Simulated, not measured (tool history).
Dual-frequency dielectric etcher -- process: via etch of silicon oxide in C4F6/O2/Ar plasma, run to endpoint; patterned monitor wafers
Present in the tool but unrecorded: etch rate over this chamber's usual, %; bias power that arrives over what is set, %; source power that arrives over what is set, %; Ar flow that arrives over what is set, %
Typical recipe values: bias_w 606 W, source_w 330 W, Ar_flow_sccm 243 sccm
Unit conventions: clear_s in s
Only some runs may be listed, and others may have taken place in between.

run,hour,bias_w,source_w,Ar_flow_sccm,wafers since the last listed run,hours since the last wet clean,hours since the last bias power generator calibration,hours since the last source power generator calibration,hours since the last Ar flow controller change,hours since the last upper electrode change,"incoming incoming film thickness, nm",clear_s
1,0.0,606,330,243,0,345.9,4704.5,4989.0,5083.4,3102.2,105.4,21.3
2,7.1,606,330,243,80,353.0,4711.6,4996.1,5090.5,3109.3,104.9,21.0
3,18.7,606,330,243,130,364.6,4723.2,5007.7,5102.1,3120.9,105.6,21.4
4,30.1,606,330,243,128,376.0,4734.6,5019.1,5113.5,3132.3,105.6,21.2
5,45.5,606,330,243,173,391.4,4750.0,5034.5,5128.9,3147.7,105.2,21.2
6,57.1,606,330,243,130,403.0,4761.6,5046.1,5140.5,3159.3,105.4,21.3
# hour 72.5: source power generator calibrated
7,73.0,606,330,243,134,418.9,4777.5,0.5,5156.4,3175.2,104.9,20.9
8,84.4,606,330,243,128,430.3,4788.9,11.9,5167.8,3186.6,103.6,20.7
# hour 114.8: wet clean of the chamber
9,115.3,606,330,243,77,0.5,4819.8,42.8,5198.7,3217.5,104.5,21.7
10,115.6,606,330,243,3,0.8,4820.1,43.1,5199.0,3217.8,105.0,21.8
11,128.1,548,370,197,140,13.3,4832.6,55.6,5211.5,3230.3,104.6,20.7
12,145.2,464,300,222,192,30.4,4849.7,72.7,5228.6,3247.4,105.3,26.2
# hour 186.1: bias power generator calibrated
13,186.6,751,330,199,421,71.8,0.5,114.1,5270.0,3288.8,105.9,19.1
14,200.1,712,290,190,152,85.3,14.0,127.6,5283.5,3302.3,105.9,21.2
# hour 212.0: Ar flow controller replaced
15,212.5,511,330,222,72,97.7,26.4,140.0,0.5,3314.7,105.1,23.4
# hour 244.0: upper electrode replaced
16,244.5,606,330,243,90,129.7,58.4,172.0,32.5,0.5,105.5,21.7
17,244.8,606,330,243,3,130.0,58.7,172.3,32.8,0.8,105.7,21.8
18,251.4,484,330,187,74,136.6,65.3,178.9,39.4,7.4,105.8,23.7
19,258.0,726,400,243,74,143.2,71.9,185.5,46.0,14.0,104.9,17.6
20,274.2,606,330,243,182,159.4,88.1,201.7,62.2,30.2,105.2,21.6
21,286.7,709,370,223,140,171.9,100.6,214.2,74.7,42.7,104.9,18.5
22,303.5,606,280,243,189,188.7,117.4,231.0,91.5,59.5,104.6,23.6
23,310.5,531,270,188,78,195.7,124.4,238.0,98.5,66.5,105.4,25.2
24,318.6,606,330,243,91,203.8,132.5,246.1,106.6,74.6,105.4,21.5
25,325.6,500,370,243,78,210.8,139.5,253.1,113.6,81.6,104.9,22.2
26,333.8,702,380,279,92,219.0,147.7,261.3,121.8,89.8,105.4,18.7
27,340.6,709,370,281,76,225.8,154.5,268.1,128.6,96.6,105.3,18.9
28,353.2,456,260,215,142,238.4,167.1,280.7,141.2,109.2,104.8,28.5

Run-by-run hidden state of the tool:
bias power that arrives over what is set, %: 0 in every run
source power that arrives over what is set, %: 0 in every run
Ar flow that arrives over what is set, %: 0 in every run
H1: etch rate over this chamber's usual, %
run,H1
1,2.38
2,2.44
3,2.52
4,2.6
5,2.72
6,2.8
7,2.92
8,3
9,-0.568
10,-0.565
11,-0.474
12,-0.35
13,-0.0477
14,0.0507
15,0.141
16,0.374
17,0.377
18,0.425
19,0.473
20,0.591
21,0.682
22,0.805
23,0.856
24,0.915
25,0.966
26,1.03
27,1.08
28,1.17
